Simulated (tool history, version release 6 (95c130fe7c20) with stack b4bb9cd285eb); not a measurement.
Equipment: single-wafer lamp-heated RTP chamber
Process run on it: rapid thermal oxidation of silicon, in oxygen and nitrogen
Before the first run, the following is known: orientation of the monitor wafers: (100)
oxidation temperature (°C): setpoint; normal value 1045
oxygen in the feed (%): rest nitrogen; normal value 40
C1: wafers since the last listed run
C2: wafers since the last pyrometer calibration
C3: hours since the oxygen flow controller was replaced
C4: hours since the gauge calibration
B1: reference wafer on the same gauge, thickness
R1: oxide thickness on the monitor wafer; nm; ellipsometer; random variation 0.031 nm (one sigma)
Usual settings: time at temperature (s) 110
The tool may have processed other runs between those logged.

{"run": 1, "hour": 0.0, "oxidation temperature (°C)": 1045, "time at temperature (s)": 110, "oxygen in the feed (%)": 40, "C1": 0, "C2": 4824, "C3": 3059.5, "C4": 45.2, "B1": 8.53, "R1": 7.891}
{"run": 2, "hour": 9.4, "oxidation temperature (°C)": 1045, "time at temperature (s)": 110, "oxygen in the feed (%)": 40, "C1": 74, "C2": 4899, "C3": 3068.9, "C4": 54.6, "B1": 8.551, "R1": 7.938}
{"run": 3, "hour": 25.1, "oxidation temperature (°C)": 1045, "time at temperature (s)": 110, "oxygen in the feed (%)": 40, "C1": 124, "C2": 5024, "C3": 3084.6, "C4": 70.3, "B1": 8.554, "R1": 7.994}
{"run": 4, "hour": 39.4, "oxidation temperature (°C)": 1045, "time at temperature (s)": 110, "oxygen in the feed (%)": 40, "C1": 113, "C2": 5137, "C3": 3098.9, "C4": 84.6, "B1": 8.548, "R1": 7.927}
{"run": 5, "hour": 45.5, "oxidation temperature (°C)": 1045, "time at temperature (s)": 110, "oxygen in the feed (%)": 40, "C1": 48, "C2": 5186, "C3": 3105, "C4": 90.7, "B1": 8.557, "R1": 7.958}
{"run": 6, "hour": 62.4, "oxidation temperature (°C)": 1045, "time at temperature (s)": 77, "oxygen in the feed (%)": 40, "C1": 134, "C2": 5320, "C3": 3121.9, "C4": 107.6, "B1": 8.552, "R1": 6.812}
{"hour": 84.8, "done": "oxygen flow controller replaced"}
{"run": 7, "hour": 85.3, "oxidation temperature (°C)": 1045, "time at temperature (s)": 77, "oxygen in the feed (%)": 40, "C1": 118, "C2": 5439, "C3": 0.5, "C4": 130.5, "B1": 8.542, "R1": 6.82}
{"hour": 99.3, "done": "gauge calibrated"}
{"hour": 120.9, "done": "pyrometer window cleaned and pyrometer calibrated"}
{"run": 8, "hour": 121.4, "oxidation temperature (°C)": 1054, "time at temperature (s)": 110, "oxygen in the feed (%)": 40, "C1": 223, "C2": 4, "C3": 36.6, "C4": 22.1, "B1": 8.545, "R1": 7.999}
{"run": 9, "hour": 125.1, "oxidation temperature (°C)": 1054, "time at temperature (s)": 110, "oxygen in the feed (%)": 40, "C1": 29, "C2": 33, "C3": 40.3, "C4": 25.8, "B1": 8.549, "R1": 8.042}
{"run": 10, "hour": 141.4, "oxidation temperature (°C)": 1045, "time at temperature (s)": 68, "oxygen in the feed (%)": 17, "C1": 129, "C2": 163, "C3": 56.6, "C4": 42.1, "B1": 8.566, "R1": 4.563}
{"run": 11, "hour": 156.2, "oxidation temperature (°C)": 1045, "time at temperature (s)": 77, "oxygen in the feed (%)": 17, "C1": 117, "C2": 280, "C3": 71.4, "C4": 56.9, "B1": 8.571, "R1": 4.833}
{"run": 12, "hour": 166.2, "oxidation temperature (°C)": 1045, "time at temperature (s)": 110, "oxygen in the feed (%)": 40, "C1": 79, "C2": 360, "C3": 81.4, "C4": 66.9, "B1": 8.554, "R1": 7.59}
{"run": 13, "hour": 177.9, "oxidation temperature (°C)": 1045, "time at temperature (s)": 74, "oxygen in the feed (%)": 53, "C1": 93, "C2": 453, "C3": 93.1, "C4": 78.6, "B1": 8.54, "R1": 7.005}
{"run": 14, "hour": 194.8, "oxidation temperature (°C)": 1045, "time at temperature (s)": 110, "oxygen in the feed (%)": 40, "C1": 134, "C2": 587, "C3": 110, "C4": 95.5, "B1": 8.549, "R1": 7.565}
{"run": 15, "hour": 201.8, "oxidation temperature (°C)": 1069, "time at temperature (s)": 110, "oxygen in the feed (%)": 40, "C1": 55, "C2": 643, "C3": 117, "C4": 102.5, "B1": 8.548, "R1": 8.918}
{"run": 16, "hour": 216.7, "oxidation temperature (°C)": 1045, "time at temperature (s)": 61, "oxygen in the feed (%)": 40, "C1": 118, "C2": 762, "C3": 131.9, "C4": 117.4, "B1": 8.558, "R1": 5.822}
{"run": 17, "hour": 228.7, "oxidation temperature (°C)": 1045, "time at temperature (s)": 110, "oxygen in the feed (%)": 40, "C1": 95, "C2": 857, "C3": 143.9, "C4": 129.4, "B1": 8.548, "R1": 7.62}

What does the tool deliver on the next run?
{"run": 18, "hour": 237.4, "oxidation temperature (°C)": 1073, "time at temperature (s)": 69, "oxygen in the feed (%)": 40, "C1": 69, "C2": 926, "C3": 152.6, "C4": 138.1, "B1": "?", "R1": "?"}

B1: 8.564
R1: 7.434 nm
Were there no unlogged condition in the tool, this run, its random variation unchanged, would have produced R1 7.298 nm.
